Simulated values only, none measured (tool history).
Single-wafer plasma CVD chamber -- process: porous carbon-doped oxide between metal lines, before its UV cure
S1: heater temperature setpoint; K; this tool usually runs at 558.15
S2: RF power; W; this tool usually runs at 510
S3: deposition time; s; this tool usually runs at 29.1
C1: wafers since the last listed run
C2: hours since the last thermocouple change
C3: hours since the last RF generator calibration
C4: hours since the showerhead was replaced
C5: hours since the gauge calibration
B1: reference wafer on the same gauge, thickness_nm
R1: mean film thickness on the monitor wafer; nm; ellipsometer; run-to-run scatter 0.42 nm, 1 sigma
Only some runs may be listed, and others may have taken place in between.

run 1 hour=0.0 | S1=554.15 S2=510 S3=26.9 | C1=0 C2=1709.1 C3=1808.5 C4=4756.6 C5=450.7 | B1=134.969 | R1=154.600
run 2 hour=247.1 | S1=558.15 S2=510 S3=25.4 | C1=4364 C2=1956.2 C3=2055.6 C4=5003.7 C5=697.8 | B1=134.883 | R1=141.960
run 3 hour=339.2 | S1=558.15 S2=510 S3=25.4 | C1=1626 C2=2048.3 C3=2147.7 C4=5095.8 C5=789.9 | B1=135.074 | R1=141.966
run 4 hour=377.9 | S1=558.15 S2=510 S3=29.1 | C1=683 C2=2087.0 C3=2186.4 C4=5134.5 C5=828.6 | B1=135.112 | R1=162.320
run 5 hour=418.8 | S1=558.15 S2=510 S3=29.1 | C1=722 C2=2127.9 C3=2227.3 C4=5175.4 C5=869.5 | B1=134.882 | R1=162.083
run 6 hour=473.9 | S1=558.15 S2=510 S3=29.1 | C1=973 C2=2183.0 C3=2282.4 C4=5230.5 C5=924.6 | B1=135.013 | R1=161.983
-- hour=524.8 gauge calibrated
run 7 hour=571.3 | S1=558.15 S2=510 S3=29.1 | C1=1720 C2=2280.4 C3=2379.8 C4=5327.9 C5=46.5 | B1=134.866 | R1=161.955
run 8 hour=644.9 | S1=558.15 S2=510 S3=29.1 | C1=1299 C2=2354.0 C3=2453.4 C4=5401.5 C5=120.1 | B1=135.005 | R1=161.570

Run 9 is up next; what results do you expect?
-- hour=665.5 RF generator calibrated
run 9 hour=806.2 | S1=558.15 S2=510 S3=31.0 | C1=2707 C2=2515.3 C3=140.7 C4=5562.8 C5=281.4 | B1=? | R1=?

{"run 9": {"B1": 135.062, "R1": 176.498}}
Minus the tool's unlogged condition, the same run would have read R1 176.968 nm.
